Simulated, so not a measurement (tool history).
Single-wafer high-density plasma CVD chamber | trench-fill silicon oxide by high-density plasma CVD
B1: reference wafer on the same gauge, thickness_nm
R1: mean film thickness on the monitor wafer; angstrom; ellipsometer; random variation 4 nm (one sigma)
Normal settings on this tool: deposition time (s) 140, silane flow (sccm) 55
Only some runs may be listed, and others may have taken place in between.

Run 1, day 0: usual settings but deposition time (s) 160; B1 610.297. Result: R1 8567.36 angstrom.
At day 1.483: silane flow controller replaced.
Run 2, day 3.325: usual settings but deposition time (s) 160; B1 611.836. Result: R1 8401.59 angstrom.
Run 3, day 5.512: usual settings but silane flow (sccm) 60; B1 612.357. Result: R1 8066.98 angstrom.
Run 4, day 8.788: usual settings but silane flow (sccm) 60; B1 611.028. Result: R1 8068.64 angstrom.
Run 5, day 10.9: usual settings but silane flow (sccm) 60; B1 611.065. Result: R1 8105.3 angstrom.
Run 6, day 12.592: usual settings but deposition time (s) 162, silane flow (sccm) 63; B1 611.13. Result: R1 9786.8 angstrom.
Run 7, day 15.338: usual settings; B1 610.833. Result: R1 7488.88 angstrom.
Run 8, day 18.017: usual settings; B1 611.125. Result: R1 7479.67 angstrom.
Run 9, day 21.062: usual settings; B1 612.062. Result: R1 7386.72 angstrom.
Run 10, day 24.262: usual settings but deposition time (s) 120; B1 610.416. Result: R1 6408.88 angstrom.
Run 11, day 26.975: usual settings but deposition time (s) 120; B1 611.756. Result: R1 6337.83 angstrom.
Run 12, day 29.342: usual settings; B1 611.406. Result: R1 7381.76 angstrom.
Run 13, day 32.858: usual settings; B1 611.568. Result: R1 7549.98 angstrom.
Run 14, day 34.996: usual settings but silane flow (sccm) 49; B1 610.699. Result: R1 6689.03 angstrom.
Run 15, day 36.825: usual settings but silane flow (sccm) 49; B1 609.8. Result: R1 6708.48 angstrom.
Run 16, day 38.846: usual settings but silane flow (sccm) 49; B1 611.167. Result: R1 6643.38 angstrom.
Run 17, day 41.65: usual settings but silane flow (sccm) 63; B1 611.475. Result: R1 8579.46 angstrom.
Run 18, day 43.854: usual settings but deposition time (s) 161, silane flow (sccm) 50; B1 610.673. Result: R1 7848.04 angstrom.
Run 19, day 47.446: usual settings but deposition time (s) 161, silane flow (sccm) 50; B1 610.513. Result: R1 7834.08 angstrom.
Run 20, day 49.925: usual settings but deposition time (s) 114, silane flow (sccm) 59; B1 610.968. Result: R1 6643.57 angstrom.
Run 21, day 51.7: usual settings but silane flow (sccm) 46; B1 612.203. Result: R1 6330.37 angstrom.
Run 22, day 56.079: usual settings; B1 612.554. Result: R1 7596.09 angstrom.
At day 56.65: silane flow controller replaced.
Run 23, day 57.6: usual settings but deposition time (s) 119; B1 611.142. Result: R1 6643.48 angstrom.
Run 24, day 60.358: usual settings but deposition time (s) 127, silane flow (sccm) 52; B1 611.326. Result: R1 6768.47 angstrom.
Run 25, day 62.575: usual settings but deposition time (s) 162; B1 611.152. Result: R1 9090.57 angstrom.
Run 26, day 65.775: usual settings but silane flow (sccm) 60; B1 610.833. Result: R1 8579.89 angstrom.
Run 27, day 68.975: usual settings; B1 611.191. Result: R1 7865.42 angstrom.
Run 28, day 72.792: usual settings but deposition time (s) 126, silane flow (sccm) 63; B1 611.104. Result: R1 8169.22 angstrom.
At day 73.538: gauge calibrated.
Run 29, day 75.079: usual settings but deposition time (s) 158, silane flow (sccm) 47; B1 610.361. Result: R1 7689.13 angstrom.
At day 76.683: silane flow controller replaced, repeated, since the last time left the tool worse.
Run 30, day 77.379: usual settings but deposition time (s) 168, silane flow (sccm) 44; B1 610.132. Result: R1 7040.88 angstrom.
Run 31, day 81.112: usual settings; B1 610.442. Result: R1 7468.73 angstrom.
Run 32, day 83.279: usual settings but deposition time (s) 129, silane flow (sccm) 60; B1 611.101. Result: R1 7493.25 angstrom.
Run 33, day 86.458: usual settings; B1 611.587. Result: R1 7468.21 angstrom.
Run 34, day 89.358: usual settings but deposition time (s) 127, silane flow (sccm) 48; B1 612.058. Result: R1 5854.98 angstrom.
Run 35, day 94.908: usual settings but silane flow (sccm) 48; B1 610.45. Result: R1 6561.3 angstrom.

Measured minus without-hidden-state, run by run (identical run-to-run variation in each term; gauge scatter may differ):
Hidden conditions of the tool in this case: delivered silane flow above the setpoint (%); gauge reads high (%).
run       R1
  1   +234.8
  2   +34.34
  3   +42.46
  4   +56.62
  5   +66.03
  6   +88.55
  7    +78.7
  8   +89.23
  9  +100.02
 10   +97.58
 11  +105.53
 12  +132.06
 13  +148.94
 14   +139.4
 15  +146.18
 16  +151.72
 17  +208.38
 18  +199.54
 19  +213.65
 20  +189.62
 21  +186.43
 22  +240.67
 23  +421.22
 24  +438.02
 25  +597.85
 26  +577.23
 27  +541.03
 28  +576.57
 29  +550.92
 30   +23.56
 31   +39.99
 32   +48.81
 33   +61.34
 34   +57.14
 35   +83.35
